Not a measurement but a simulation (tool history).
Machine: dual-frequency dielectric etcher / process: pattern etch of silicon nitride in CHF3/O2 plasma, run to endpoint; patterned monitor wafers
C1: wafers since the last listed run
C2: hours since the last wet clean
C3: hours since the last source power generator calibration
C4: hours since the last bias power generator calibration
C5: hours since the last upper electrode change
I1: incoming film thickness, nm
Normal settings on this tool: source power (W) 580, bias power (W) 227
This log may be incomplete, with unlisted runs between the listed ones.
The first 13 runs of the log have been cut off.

Run 14, hour 1303: usual settings but source power (W) 660, bias power (W) 252; C1 776; C2 51.4; C3 3674.6; C4 114.9; C5 3879.1; I1 66.1. Result: endpoint time (s) 40.
At hour 1376: source power generator calibrated.
Run 15, hour 1395.9: usual settings but source power (W) 690, bias power (W) 189; C1 1355; C2 144.3; C3 19.9; C4 207.8; C5 3972; I1 65.6. Result: endpoint time (s) 42.1.
At hour 1514: upper electrode replaced.
Run 16, hour 1514.5: usual settings; C1 1442; C2 262.9; C3 138.5; C4 326.4; C5 0.5; I1 65.5. Result: endpoint time (s) 42.5.
Run 17, hour 1565.7: usual settings but bias power (W) 251; C1 780; C2 314.1; C3 189.7; C4 377.6; C5 51.7; I1 66. Result: endpoint time (s) 42.3.
Run 18, hour 1622.5: usual settings but source power (W) 650, bias power (W) 261; C1 866; C2 370.9; C3 246.5; C4 434.4; C5 108.5; I1 65.4. Result: endpoint time (s) 39.7.
Run 19, hour 1708.7: usual settings but source power (W) 630, bias power (W) 253; C1 1314; C2 457.1; C3 332.7; C4 520.6; C5 194.7; I1 66.4. Result: endpoint time (s) 40.7.
Run 20, hour 1793: usual settings but source power (W) 480, bias power (W) 205; C1 1285; C2 541.4; C3 417; C4 604.9; C5 279; I1 66.1. Result: endpoint time (s) 47.
Run 21, hour 1878.7: usual settings but source power (W) 500; C1 1306; C2 627.1; C3 502.7; C4 690.6; C5 364.7; I1 65.7. Result: endpoint time (s) 44.9.
Run 22, hour 1981.7: usual settings; C1 1570; C2 730.1; C3 605.7; C4 793.6; C5 467.7; I1 65.8. Result: endpoint time (s) 42.6.
Run 23, hour 2038.4: usual settings; C1 864; C2 786.8; C3 662.4; C4 850.3; C5 524.4; I1 66.3. Result: endpoint time (s) 43.5.
At hour 2091.9: wet clean of the chamber.
Run 24, hour 2100.2: usual settings but source power (W) 530, bias power (W) 197; C1 576; C2 8.3; C3 724.2; C4 912.1; C5 586.2; I1 66.8. Result: endpoint time (s) 46.1.

Run 25 comes next. What will it give?
Run 25, hour 2204.9: usual settings; C1 1596; C2 113; C3 828.9; C4 1016.8; C5 690.9; I1 66. Result: endpoint time (s) ?.

{"run 25": {"endpoint time (s)": 42.9}}
Had the tool carried no hidden state, the very same run would have given endpoint time (s) 42.9.
